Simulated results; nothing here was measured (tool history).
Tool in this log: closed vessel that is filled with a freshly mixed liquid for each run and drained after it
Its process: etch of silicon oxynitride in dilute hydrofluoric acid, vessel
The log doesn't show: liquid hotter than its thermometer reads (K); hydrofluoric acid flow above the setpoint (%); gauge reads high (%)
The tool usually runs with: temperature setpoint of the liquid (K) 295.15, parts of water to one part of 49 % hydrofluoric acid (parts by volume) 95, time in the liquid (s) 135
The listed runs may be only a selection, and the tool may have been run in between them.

run   hour  temperature setpoint of the liquid (K)  parts of water to one part of 49 % hydrofluoric acid (parts by volume)  time in the liquid (s)  wafers since the last listed run  hours since the thermometer was replaced  hours since the hydrofluoric acid flow meter was replaced  hours since the gauge calibration  read-back film thickness of the silicon oxynitride reference wafer, read on the same gauge (nm)  thickness taken off the silicon oxynitride on a monitor wafer (nm)
  1    0.0                                  291.65                                                                     120                     135                                 0                                    1540.5                                                      614.6                               82.7                                                                                            29.98                                                                5.21
  2   11.1                                  291.65                                                                     120                     135                              1189                                    1551.6                                                      625.7                               93.8                                                                                            30.03                                                                5.18
  3   22.2                                  291.65                                                                     120                     135                              1189                                    1562.7                                                      636.8                              104.9                                                                                            30.02                                                                5.18
  4   36.6                                  291.65                                                                      70                     135                              1542                                    1577.1                                                      651.2                              119.3                                                                                            30.01                                                                9.30
  5   50.4                                  291.65                                                                      70                     135                              1478                                    1590.9                                                      665.0                              133.1                                                                                            29.98                                                                9.27
  6   84.7                                  291.65                                                                      70                     135                              3675                                    1625.2                                                      699.3                              167.4                                                                                            29.95                                                                9.24
  7   91.5                                  295.15                                                                      95                     135                               728                                    1632.0                                                      706.1                              174.2                                                                                            30.00                                                                7.88
  8  105.6                                  292.65                                                                     120                     135                              1510                                    1646.1                                                      720.2                              188.3                                                                                            30.00                                                                5.47
  9  116.8                                  292.65                                                                     120                     135                              1200                                    1657.3                                                      731.4                              199.5                                                                                            30.00                                                                5.49
 10  128.2                                  295.15                                                                      95                     135                              1221                                    1668.7                                                      742.8                              210.9                                                                                            30.03                                                                7.90
     134.3  -- hydrofluoric acid flow meter replaced
 11  153.4                                  295.15                                                                      95                     135                              2592                                    1693.9                                                       19.1                              236.1                                                                                            30.01                                                                7.96
 12  165.5                                  295.15                                                                      95                     135                              1296                                    1706.0                                                       31.2                              248.2                                                                                            30.00                                                                7.96
 13  172.9                                  295.15                                                                      95                     135                               792                                    1713.4                                                       38.6                              255.6                                                                                            29.99                                                                8.00
 14  189.5                                  295.15                                                                      95                     135                              1778                                    1730.0                                                       55.2                              272.2                                                                                            29.99                                                                8.03
 15  205.2                                  295.15                                                                      95                     135                              1682                                    1745.7                                                       70.9                              287.9                                                                                            30.03                                                                7.97
 16  215.1                                  295.15                                                                      75                      70                              1060                                    1755.6                                                       80.8                              297.8                                                                                            30.00                                                                5.33
 17  248.0                                  295.15                                                                      95                     135                              3525                                    1788.5                                                      113.7                              330.7                                                                                            30.02                                                                8.05
 18  257.0                                  295.15                                                                      95                     135                               964                                    1797.5                                                      122.7                              339.7                                                                                            30.04                                                                7.95
     265.4  -- thermometer replaced
 19  269.2                                  295.15                                                                     135                     105                              1200                                       3.8                                                      134.9                              351.9                                                                                            30.00                                                                3.72
     282.9  -- gauge calibrated
 20  299.5                                  291.15                                                                      45                      90                              3246                                      34.1                                                      165.2                               16.6                                                                                            29.99                                                                8.40
 21  315.0                                  295.15                                                                      95                     135                              1660                                      49.6                                                      180.7                               32.1                                                                                            30.01                                                                7.11
 22  325.7                                  291.15                                                                      95                     135                              1146                                      60.3                                                      191.4                               42.8                                                                                            30.02                                                                5.75
 23  332.8                                  293.65                                                                      95                     165                               760                                      67.4                                                      198.5                               49.9                                                                                            29.99                                                                8.05
 24  350.6                                  295.15                                                                     115                     110                              1907                                      85.2                                                      216.3                               67.7                                                                                            29.99                                                                4.63
 25  356.6                                  297.65                                                                     115                      85                               642                                      91.2                                                      222.3                               73.7                                                                                            30.03                                                                4.03
 26  368.3                                  298.15                                                                      95                      85                              1253                                     102.9                                                      234.0                               85.4                                                                                            29.97                                                                5.11
 27  382.9                                  298.15                                                                      95                      85                              1564                                     117.5                                                      248.6                              100.0                                                                                            29.96                                                                5.15
 28  394.2                                  295.15                                                                      95                     135                              1210                                     128.8                                                      259.9                              111.3                                                                                            30.02                                                                7.07
 29  414.7                                  291.65                                                                      80                      90                              2196                                     149.3                                                      280.4                              131.8                                                                                            30.02                                                                4.75

Here are 5 independent what-if runs from the current tool condition. What would each one return?
  A  415.4                                  295.15                                                                      80                     135                                75                                     150.0                                                      281.1                              132.5                                                                                                ?                                                                   ?
  B  415.4                                  293.65                                                                     115                     170                                75                                     150.0                                                      281.1                              132.5                                                                                                ?                                                                   ?
  C  415.4                                  291.15                                                                      70                     165                                75                                     150.0                                                      281.1                              132.5                                                                                                ?                                                                   ?
  D  415.4                                  299.65                                                                      75                     135                                75                                     150.0                                                      281.1                              132.5                                                                                                ?                                                                   ?
  E  415.4                                  293.65                                                                      75                     160                                75                                     150.0                                                      281.1                              132.5                                                                                                ?                                                                   ?

run  read-back film thickness of the silicon oxynitride reference wafer, read on the same gauge (nm)  thickness taken off the silicon oxynitride on a monitor wafer (nm)
  A                                                                                            29.97                                                                8.51
  B                                                                                            29.97                                                                6.75
  C                                                                                            29.97                                                                9.82
  D                                                                                            29.97                                                               11.29
  E                                                                                            29.97                                                               10.03
With the hidden condition removed and each run's random variation left untouched, the same runs would have given:
run  thickness taken off the silicon oxynitride on a monitor wafer (nm)
  A                                                                8.40
  B                                                                6.67
  C                                                                9.70
  D                                                               11.16
  E                                                                9.91

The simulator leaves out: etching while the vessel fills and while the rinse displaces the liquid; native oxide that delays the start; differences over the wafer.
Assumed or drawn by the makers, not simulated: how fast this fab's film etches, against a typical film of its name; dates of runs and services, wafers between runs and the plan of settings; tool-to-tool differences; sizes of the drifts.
